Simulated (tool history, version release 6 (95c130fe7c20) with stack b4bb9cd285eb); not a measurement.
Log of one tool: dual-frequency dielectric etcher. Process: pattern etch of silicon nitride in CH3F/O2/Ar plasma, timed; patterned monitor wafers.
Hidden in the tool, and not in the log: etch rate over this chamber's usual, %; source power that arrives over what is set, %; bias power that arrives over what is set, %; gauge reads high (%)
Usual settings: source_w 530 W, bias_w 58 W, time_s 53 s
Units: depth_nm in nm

run   hour  source_w  bias_w  time_s  wafers since the last listed run  hours since the last wet clean  hours since the last source power generator calibration  hours since the last bias power generator calibration  hours since the last upper electrode change  hours since the gauge calibration  read-back reference wafer on the same gauge, depth_nm  depth_nm
  1      0       580      58      53                                 0                           204.8                                                   2555.5                                                 2564.5                                         3934                              180.9                                                   41.4     36.62
  2   30.1       580      58      53                               438                           234.9                                                   2585.6                                                 2594.6                                       3964.1                                211                                                  41.38     36.42
  3   50.4       580      58      53                               295                           255.2                                                   2605.9                                                 2614.9                                       3984.4                              231.3                                                  41.37     36.27
  4   85.7       530      58      53                               514                           290.5                                                   2641.2                                                 2650.2                                       4019.7                              266.6                                                  41.43     35.13
  5  118.4       530      58      53                               476                           323.2                                                   2673.9                                                 2682.9                                       4052.4                              299.3                                                  41.38     35.06
  6  138.9       530      58      53                               298                           343.7                                                   2694.4                                                 2703.4                                       4072.9                              319.8                                                  41.36     34.96
  7  170.1       530      58      53                               454                           374.9                                                   2725.6                                                 2734.6                                       4104.1                                351                                                  41.36     34.95
  8  198.6       600      63      53                               415                           403.4                                                   2754.1                                                 2763.1                                       4132.6                              379.5                                                  41.36     37.57
     231.3  -- gauge calibrated
     248.1  -- wet clean of the chamber
  9  248.6       600      63      53                               378                             0.5                                                   2804.1                                                 2813.1                                       4182.6                               17.3                                                  41.44     41.16
 10  256.6       530      58      61                               116                             8.5                                                   2812.1                                                 2821.1                                       4190.6                               25.3                                                  41.33      43.6
     275.9  -- source power generator calibrated
 11  282.2       530      58      53                               314                            34.1                                                      6.3                                                 2846.7                                       4216.2                               50.9                                                   41.4     38.26
       342  -- bias power generator calibrated
     360.8  -- wet clean of the chamber, repeated, since the last time left the tool worse
 12  361.3       590      49      41                               820                             0.5                                                     85.4                                                   19.3                                       4295.3                                130                                                  41.43     27.09
       392  -- upper electrode replaced
 13  392.5       530      62      45                               104                            31.7                                                    116.6                                                   50.5                                          0.5                              161.2                                                  41.43     31.41
 14  408.1       440      66      53                               227                            47.3                                                    132.2                                                   66.1                                         16.1                              176.8                                                  41.39     35.72
 15  423.9       590      54    37.5                               230                            63.1                                                      148                                                   81.9                                         31.9                              192.6                                                  41.41     25.68
 16  442.5       530      48    44.5                               270                            81.7                                                    166.6                                                  100.5                                         50.5                              211.2                                                  41.34     28.06
 17    459       530      58      53                               240                            98.2                                                    183.1                                                    117                                           67                              227.7                                                   41.4     36.05
 18  494.9       480      58      53                               523                           134.1                                                      219                                                  152.9                                        102.9                              263.6                                                   41.4     34.45

4 ways to go on from here, each from the tool as it stands after run 18. What would each give?
  A  495.3       530      58      53                                 5                           134.5                                                    219.4                                                  153.3                                        103.3                                264                                                      ?         ?
  B  495.3       530      50      53                                 5                           134.5                                                    219.4                                                  153.3                                        103.3                                264                                                      ?         ?
  C  495.3       470      49    47.5                                 5                           134.5                                                    219.4                                                  153.3                                        103.3                                264                                                      ?         ?
  D  495.3       430      49      47                                 5                           134.5                                                    219.4                                                  153.3                                        103.3                                264                                                      ?         ?

run  read-back reference wafer on the same gauge, depth_nm  depth_nm
  A                                                  41.37     35.71
  B                                                  41.37     33.71
  C                                                  41.37     28.76
  D                                                  41.37     27.61
Without the tool's hidden state the same runs would have given:
run  depth_nm
  A     36.13
  B      34.1
  C     29.09
  D     27.93
